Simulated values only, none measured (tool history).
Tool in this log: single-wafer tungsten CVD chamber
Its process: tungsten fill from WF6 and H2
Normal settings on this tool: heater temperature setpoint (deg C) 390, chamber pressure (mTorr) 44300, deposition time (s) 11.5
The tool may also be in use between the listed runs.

run,hour,heater temperature setpoint (deg C),chamber pressure (mTorr),deposition time (s),"read-back reference wafer on the same gauge, thickness_nm",mean film thickness on the monitor wafer (angstrom)
1,0.0,390,44300,11.5,32.978,364.02
2,54.2,390,44300,11.5,33.003,363.78
3,99.5,390,44300,11.5,33.020,364.55
4,168.0,390,44300,11.5,32.997,365.69
5,208.0,390,42100,11.5,33.014,356.82
# hour 234.6: capacitance manometer re-zeroed and calibrated
6,243.3,390,42100,11.5,32.999,357.74
7,298.4,390,42100,11.5,33.012,355.30
# hour 338.8: showerhead replaced
8,339.3,378,34900,9.6,33.013,221.42
# hour 379.6: thermocouple changed; heater temperature recalibrated
9,402.2,390,44300,11.5,33.011,328.93
10,453.1,390,34800,12.6,33.027,324.71
# hour 462.9: gauge calibrated
11,501.6,401,44300,10.4,32.974,365.05
12,566.8,401,49600,9.7,32.992,359.03
13,600.8,402,44300,11.5,33.000,411.78

Run 14 has not been measured yet. What should we expect?
14,648.6,376,50600,13.5,?,?

read-back reference wafer on the same gauge, thickness_nm: 33.003
mean film thickness on the monitor wafer (angstrom): 328.28
Were there no unlogged condition in the tool, this run, its random variation unchanged, would have produced mean film thickness on the monitor wafer (angstrom) 321.91.
